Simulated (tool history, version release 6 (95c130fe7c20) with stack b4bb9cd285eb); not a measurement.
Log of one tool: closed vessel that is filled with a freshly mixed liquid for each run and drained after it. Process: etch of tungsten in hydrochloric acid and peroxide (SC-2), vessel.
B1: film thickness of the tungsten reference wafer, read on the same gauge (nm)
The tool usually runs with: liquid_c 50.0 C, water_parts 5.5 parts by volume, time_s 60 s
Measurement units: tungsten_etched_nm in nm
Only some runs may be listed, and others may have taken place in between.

Run 1, day 0.000: usual settings; B1 150.01. Result: tungsten_etched_nm 23.94 nm.
Run 2, day 1.650: usual settings; B1 150.01. Result: tungsten_etched_nm 23.66 nm.
Run 3, day 3.871: usual settings; B1 149.99. Result: tungsten_etched_nm 23.66 nm.
Run 4, day 6.588: usual settings but time_s 50 s; B1 150.00. Result: tungsten_etched_nm 19.88 nm.
At day 7.038: new drum of peroxide connected.
Run 5, day 8.008: usual settings but time_s 50 s; B1 150.01. Result: tungsten_etched_nm 19.86 nm.
At day 9.838: gauge calibrated.
Run 6, day 10.604: usual settings but time_s 50 s; B1 150.01. Result: tungsten_etched_nm 19.69 nm.
Run 7, day 13.212: usual settings but liquid_c 56.0 C, water_parts 4.0 parts by volume; B1 150.00. Result: tungsten_etched_nm 44.21 nm.
Run 8, day 14.579: usual settings but liquid_c 56.0 C, water_parts 4.0 parts by volume; B1 150.01. Result: tungsten_etched_nm 43.97 nm.
Run 9, day 17.208: usual settings; B1 150.00. Result: tungsten_etched_nm 23.70 nm.
At day 17.525: thermometer replaced.
Run 10, day 18.350: usual settings; B1 150.01. Result: tungsten_etched_nm 23.73 nm.
Run 11, day 19.596: usual settings; B1 149.98. Result: tungsten_etched_nm 23.80 nm.
Run 12, day 20.692: usual settings but water_parts 7.5 parts by volume; B1 150.01. Result: tungsten_etched_nm 18.94 nm.
Run 13, day 23.271: usual settings but liquid_c 52.5 C, water_parts 4.0 parts by volume; B1 150.01. Result: tungsten_etched_nm 35.23 nm.
Run 14, day 25.896: usual settings; B1 149.99. Result: tungsten_etched_nm 24.02 nm.
Run 15, day 27.779: usual settings but liquid_c 56.5 C, water_parts 4.0 parts by volume; B1 149.99. Result: tungsten_etched_nm 45.40 nm.
Run 16, day 30.250: usual settings but water_parts 8.0 parts by volume, time_s 30 s; B1 149.99. Result: tungsten_etched_nm 8.85 nm.
Run 17, day 31.542: usual settings but liquid_c 54.5 C, water_parts 8.0 parts by volume, time_s 75 s; B1 150.01. Result: tungsten_etched_nm 30.11 nm.
Run 18, day 34.075: usual settings but water_parts 8.0 parts by volume, time_s 30 s; B1 150.01. Result: tungsten_etched_nm 8.86 nm.
At day 34.717: chemicals flow meter replaced.
Run 19, day 35.496: usual settings but liquid_c 41.5 C, water_parts 4.0 parts by volume; B1 150.00. Result: tungsten_etched_nm 16.58 nm.
Run 20, day 36.783: usual settings; B1 150.00. Result: tungsten_etched_nm 23.90 nm.
Run 21, day 39.671: usual settings but liquid_c 59.0 C, water_parts 4.0 parts by volume; B1 150.00. Result: tungsten_etched_nm 53.56 nm.
Run 22, day 41.908: usual settings but water_parts 4.0 parts by volume, time_s 95 s; B1 149.99. Result: tungsten_etched_nm 47.46 nm.
Run 23, day 43.208: usual settings but liquid_c 59.5 C, water_parts 8.0 parts by volume, time_s 90 s; B1 150.03. Result: tungsten_etched_nm 50.16 nm.
Run 24, day 45.183: usual settings; B1 150.00. Result: tungsten_etched_nm 23.99 nm.
Run 25, day 46.867: usual settings but liquid_c 46.0 C, water_parts 4.0 parts by volume, time_s 40 s; B1 150.00. Result: tungsten_etched_nm 15.10 nm.
At day 47.179: new drum of peroxide connected.
Run 26, day 48.275: usual settings but water_parts 8.0 parts by volume; B1 149.99. Result: tungsten_etched_nm 17.75 nm.
Run 27, day 50.279: usual settings but liquid_c 45.5 C, water_parts 4.0 parts by volume, time_s 85 s; B1 150.01. Result: tungsten_etched_nm 30.95 nm.
Run 28, day 51.858: usual settings but liquid_c 41.0 C, water_parts 4.0 parts by volume, time_s 90 s; B1 150.01. Result: tungsten_etched_nm 24.15 nm.
Run 29, day 54.167: usual settings; B1 150.01. Result: tungsten_etched_nm 23.70 nm.

Alternative continuations, all from the tool just after run 29; predict every row:
Run A, day 54.196: usual settings; B1 ?. Result: tungsten_etched_nm ?.
Run B, day 54.196: usual settings but water_parts 4.0 parts by volume, time_s 35 s; B1 ?. Result: tungsten_etched_nm ?.
Run C, day 54.196: usual settings but liquid_c 45.0 C, water_parts 7.5 parts by volume; B1 ?. Result: tungsten_etched_nm ?.
Run D, day 54.196: usual settings but liquid_c 43.5 C, water_parts 8.5 parts by volume, time_s 35 s; B1 ?. Result: tungsten_etched_nm ?.
Run E, day 54.196: usual settings but liquid_c 43.0 C, water_parts 4.0 parts by volume; B1 ?. Result: tungsten_etched_nm ?.

run      B1  tungsten_etched_nm
  A  150.00               23.92
  B  150.00               17.44
  C  150.00               13.46
  D  150.00                6.41
  E  150.00               18.56
Had the tool no hidden state, the same runs would have come out as:
run  tungsten_etched_nm
  A               23.92
  B               17.44
  C               13.46
  D                6.41
  E               18.56
